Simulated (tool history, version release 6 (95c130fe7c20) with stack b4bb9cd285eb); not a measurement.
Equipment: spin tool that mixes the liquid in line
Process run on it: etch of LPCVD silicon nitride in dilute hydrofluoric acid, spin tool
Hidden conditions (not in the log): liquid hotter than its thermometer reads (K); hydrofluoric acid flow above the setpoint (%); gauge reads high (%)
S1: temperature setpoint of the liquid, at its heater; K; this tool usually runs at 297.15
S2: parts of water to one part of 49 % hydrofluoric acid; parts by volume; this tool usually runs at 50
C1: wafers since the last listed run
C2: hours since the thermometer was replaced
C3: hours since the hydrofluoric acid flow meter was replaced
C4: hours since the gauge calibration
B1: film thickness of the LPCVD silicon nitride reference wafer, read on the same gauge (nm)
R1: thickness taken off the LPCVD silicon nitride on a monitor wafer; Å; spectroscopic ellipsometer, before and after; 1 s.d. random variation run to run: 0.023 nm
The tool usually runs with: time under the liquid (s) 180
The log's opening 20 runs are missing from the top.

run 21 hour=476.7 | S1=294.65 S2=35 time_under_the_liquid_(s)=180 | C1=152 C2=346.8 C3=319.8 C4=106.9 | B1=79.993 | R1=22.51
run 22 hour=511.0 | S1=297.15 S2=50 time_under_the_liquid_(s)=180 | C1=152 C2=381.1 C3=354.1 C4=141.2 | B1=80.003 | R1=18.94
run 23 hour=532.4 | S1=300.15 S2=60 time_under_the_liquid_(s)=225 | C1=95 C2=402.5 C3=375.5 C4=162.6 | B1=80.011 | R1=24.23
run 24 hour=552.8 | S1=302.15 S2=40 time_under_the_liquid_(s)=90 | C1=90 C2=422.9 C3=395.9 C4=183.0 | B1=79.994 | R1=16.11
run 25 hour=586.3 | S1=295.65 S2=30 time_under_the_liquid_(s)=180 | C1=149 C2=456.4 C3=429.4 C4=216.5 | B1=79.997 | R1=27.87
run 26 hour=603.0 | S1=297.15 S2=50 time_under_the_liquid_(s)=180 | C1=74 C2=473.1 C3=446.1 C4=233.2 | B1=80.004 | R1=19.38
run 27 hour=627.0 | S1=297.15 S2=50 time_under_the_liquid_(s)=180 | C1=106 C2=497.1 C3=470.1 C4=257.2 | B1=79.973 | R1=18.77
run 28 hour=653.3 | S1=297.15 S2=50 time_under_the_liquid_(s)=100 | C1=117 C2=523.4 C3=496.4 C4=283.5 | B1=80.010 | R1=10.20
run 29 hour=678.1 | S1=297.15 S2=50 time_under_the_liquid_(s)=255 | C1=110 C2=548.2 C3=521.2 C4=308.3 | B1=80.002 | R1=26.72
run 30 hour=705.8 | S1=297.15 S2=50 time_under_the_liquid_(s)=180 | C1=123 C2=575.9 C3=548.9 C4=336.0 | B1=80.011 | R1=18.77
-- hour=709.9 hydrofluoric acid flow meter replaced
run 31 hour=809.1 | S1=297.15 S2=50 time_under_the_liquid_(s)=180 | C1=456 C2=679.2 C3=99.2 C4=439.3 | B1=79.991 | R1=17.86

Here are 5 independent what-if runs from the current tool condition. What would each one return?
run A hour=809.6 | S1=297.15 S2=50 time_under_the_liquid_(s)=75 | C1=2 C2=679.7 C3=99.7 C4=439.8 | B1=? | R1=?
run B hour=809.6 | S1=297.15 S2=65 time_under_the_liquid_(s)=130 | C1=2 C2=679.7 C3=99.7 C4=439.8 | B1=? | R1=?
run C hour=809.6 | S1=301.15 S2=50 time_under_the_liquid_(s)=285 | C1=2 C2=679.7 C3=99.7 C4=439.8 | B1=? | R1=?
run D hour=809.6 | S1=297.15 S2=65 time_under_the_liquid_(s)=220 | C1=2 C2=679.7 C3=99.7 C4=439.8 | B1=? | R1=?
run E hour=809.6 | S1=292.65 S2=50 time_under_the_liquid_(s)=180 | C1=2 C2=679.7 C3=99.7 C4=439.8 | B1=? | R1=?

run=A B1=79.989 R1=7.55
run=B B1=79.989 R1=10.12
run=C B1=79.989 R1=37.43
run=D B1=79.989 R1=17.12
run=E B1=79.989 R1=13.31
Without the tool's hidden state the same runs would have given:
run=A R1=7.43
run=B R1=9.96
run=C R1=36.84
run=D R1=16.85
run=E R1=13.10
